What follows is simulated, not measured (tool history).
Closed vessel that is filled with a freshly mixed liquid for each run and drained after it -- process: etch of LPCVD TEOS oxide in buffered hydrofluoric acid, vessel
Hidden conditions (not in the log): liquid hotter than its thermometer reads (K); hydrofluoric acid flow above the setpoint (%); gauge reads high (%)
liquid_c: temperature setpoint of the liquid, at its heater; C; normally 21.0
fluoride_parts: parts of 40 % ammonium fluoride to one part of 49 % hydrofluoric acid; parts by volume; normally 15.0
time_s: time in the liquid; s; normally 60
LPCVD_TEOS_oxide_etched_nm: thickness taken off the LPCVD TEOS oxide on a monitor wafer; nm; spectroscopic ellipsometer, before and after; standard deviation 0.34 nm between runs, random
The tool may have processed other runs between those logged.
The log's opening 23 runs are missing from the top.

run   hour  liquid_c  fluoride_parts  time_s  wafers since the last listed run  hours since the thermometer was replaced  hours since the hydrofluoric acid flow meter was replaced  hours since the gauge calibration  read-back film thickness of the LPCVD TEOS oxide reference wafer, read on the same gauge (nm)  LPCVD_TEOS_oxide_etched_nm
     611.2  -- hydrofluoric acid flow meter replaced
 24  611.7      21.0            15.0      60                              2594                                     159.8                                                        0.5                              214.4                                                                                         129.95                       72.51
 25  638.3      21.0            15.0      60                              2771                                     186.4                                                       27.1                              241.0                                                                                         129.99                       72.76
 26  663.1      21.0            19.0      60                              2583                                     211.2                                                       51.9                              265.8                                                                                         130.03                       57.72
 27  697.0      21.0            20.0      80                              3531                                     245.1                                                       85.8                              299.7                                                                                         129.98                       72.89
 28  724.4      18.5            19.0      60                              2854                                     272.5                                                      113.2                              327.1                                                                                         129.99                       50.40
 29  739.2      21.0            15.0      95                              1541                                     287.3                                                      128.0                              341.9                                                                                         130.03                      114.31
 30  759.3      17.0            15.0      60                              2094                                     307.4                                                      148.1                              362.0                                                                                         130.03                       57.26
 31  795.1      25.5            11.5      70                              3729                                     343.2                                                      183.9                              397.8                                                                                         129.99                      140.70

What if the next run were any one of these 3? Each begins from the tool's condition after run 31:
  A  795.8      21.0            15.0      60                                72                                     343.9                                                      184.6                              398.5                                                                                              ?                           ?
  B  795.8      25.5            10.0      60                                72                                     343.9                                                      184.6                              398.5                                                                                              ?                           ?
  C  795.8      21.0            11.5      60                                72                                     343.9                                                      184.6                              398.5                                                                                              ?                           ?

run  read-back film thickness of the LPCVD TEOS oxide reference wafer, read on the same gauge (nm)  LPCVD_TEOS_oxide_etched_nm
  A                                                                                         130.03                       72.77
  B                                                                                         130.03                      138.45
  C                                                                                         130.03                       94.42
Had the tool no hidden state, the same runs would have come out as:
run  LPCVD_TEOS_oxide_etched_nm
  A                       72.77
  B                      138.45
  C                       94.42
